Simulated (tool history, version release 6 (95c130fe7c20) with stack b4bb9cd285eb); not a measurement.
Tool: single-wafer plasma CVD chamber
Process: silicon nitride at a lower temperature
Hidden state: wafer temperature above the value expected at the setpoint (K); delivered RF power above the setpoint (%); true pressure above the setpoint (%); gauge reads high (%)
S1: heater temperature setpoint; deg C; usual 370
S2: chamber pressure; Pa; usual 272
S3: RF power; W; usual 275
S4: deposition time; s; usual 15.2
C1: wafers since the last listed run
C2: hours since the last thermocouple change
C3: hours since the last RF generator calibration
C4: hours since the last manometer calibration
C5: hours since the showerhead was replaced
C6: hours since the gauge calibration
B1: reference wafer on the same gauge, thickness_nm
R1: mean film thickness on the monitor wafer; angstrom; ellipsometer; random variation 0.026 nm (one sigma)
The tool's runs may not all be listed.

run   hour   S1   S2   S3    S4   C1      C2      C3      C4      C5     C6      B1      R1
  1      0  370  272  275  15.2    0  2251.2  1460.6  2535.2  4196.9  313.8  15.889  162.33
  2   13.5  370  272  275  15.2  273  2264.7  1474.1  2548.7  4210.4  327.3  15.898  162.55
  3   28.5  370  272  275  15.2  304  2279.7  1489.1  2563.7  4225.4  342.3  15.892  162.48
  4   59.3  370  272  275  15.2  625  2310.5  1519.9  2594.5  4256.2  373.1  15.896  161.56
  5   75.3  370  272  275  15.2  324  2326.5  1535.9  2610.5  4272.2  389.1  15.903  161.67
  6   89.7  370  272  275  15.2  292  2340.9  1550.3  2624.9  4286.6  403.5    15.9  161.98
  7   98.8  370  272  275  15.2  184    2350  1559.4    2634  4295.7  412.6  15.904  161.95
       107  -- thermocouple changed; heater temperature recalibrated
  8  113.3  370  272  275  15.2  131     6.3  1573.9  2648.5  4310.2  427.1  15.898  162.04
  9  121.1  370  272  275  15.2  158    14.1  1581.7  2656.3    4318  434.9  15.892  162.19
 10  128.4  370  272  275  15.2  148    21.4    1589  2663.6  4325.3  442.2  15.905  161.98
 11    135  370  272  275  15.2  133      28  1595.6  2670.2  4331.9  448.8  15.892  161.77
     139.7  -- gauge calibrated
 12  141.3  370  272  275  15.2  127    34.3  1601.9  2676.5  4338.2    1.6  15.908  161.65
 13  148.5  370  272  275  15.2  146    41.5  1609.1  2683.7  4345.4    8.8  15.895  161.81
     169.3  -- capacitance manometer re-zeroed and calibrated
 14  169.8  370  272  235  17.1  269    62.8  1630.4     0.5  4366.7   30.1  15.907  163.86
     185.4  -- showerhead replaced
 15  185.9  370  272  275  15.2  164    78.9  1646.5    16.6     0.5   46.2  15.891  161.49
 16    190  375  272  275  15.2   83      83  1650.6    20.7     4.6   50.3  15.901  161.23
 17  202.9  370  272  275  15.2  261    95.9  1663.5    33.6    17.5   63.2  15.911  161.37
 18  213.2  355  272  275  15.2  209   106.2  1673.8    43.9    27.8   73.5  15.894  162.16
 19  219.5  370  272  275  12.7  127   112.5  1680.1    50.2    34.1   79.8  15.898  134.42
 20  227.2  370  272  275  15.2  156   120.2  1687.8    57.9    41.8   87.5  15.906  161.34
 21  238.9  356  225  245  12.5  237   131.9  1699.5    69.6    53.5   99.2  15.895  116.18
 22  247.6  356  308  260  15.2  176   140.6  1708.2    78.3    62.2  107.9  15.903  161.79
 23  258.1  370  272  275  15.2  213   151.1  1718.7    88.8    72.7  118.4  15.888  161.06
     272.2  -- RF generator calibrated
 24  272.7  358  320  230  15.2  133   165.7     0.5   103.4    87.3    133  15.899  159.21
 25  287.7  370  272  275  15.2  304   180.7    15.5   118.4   102.3    148  15.902  170.34
 26  331.6  370  272  275  14.1  890   224.6    59.4   162.3   146.2  191.9  15.891  157.59
 27  340.5  383  229  240  16.8  180   233.5    68.3   171.2   155.1  200.8  15.905  161.56
 28  349.7  384  272  250  17.4  186   242.7    77.5   180.4   164.3    210    15.9   181.1

Forecast each of these 5 alternatives for the next run:
  A  350.1  370  272  275  15.2   8  243.1  77.9  180.8  164.7  210.4   ?   ?
  B  350.1  384  316  250    16   8  243.1  77.9  180.8  164.7  210.4   ?   ?
  C  350.1  370  272  275  12.4   8  243.1  77.9  180.8  164.7  210.4   ?   ?
  D  350.1  378  272  275  15.2   8  243.1  77.9  180.8  164.7  210.4   ?   ?
  E  350.1  380  272  275    18   8  243.1  77.9  180.8  164.7  210.4   ?   ?

run      B1      R1
  A  15.906   170.1
  B  15.906  174.39
  C  15.906  138.82
  D  15.906  169.49
  E  15.906  200.46
Without the tool's hidden state the same runs would have given:
run      R1
  A  171.29
  B  175.65
  C  139.79
  D  170.68
  E  201.87
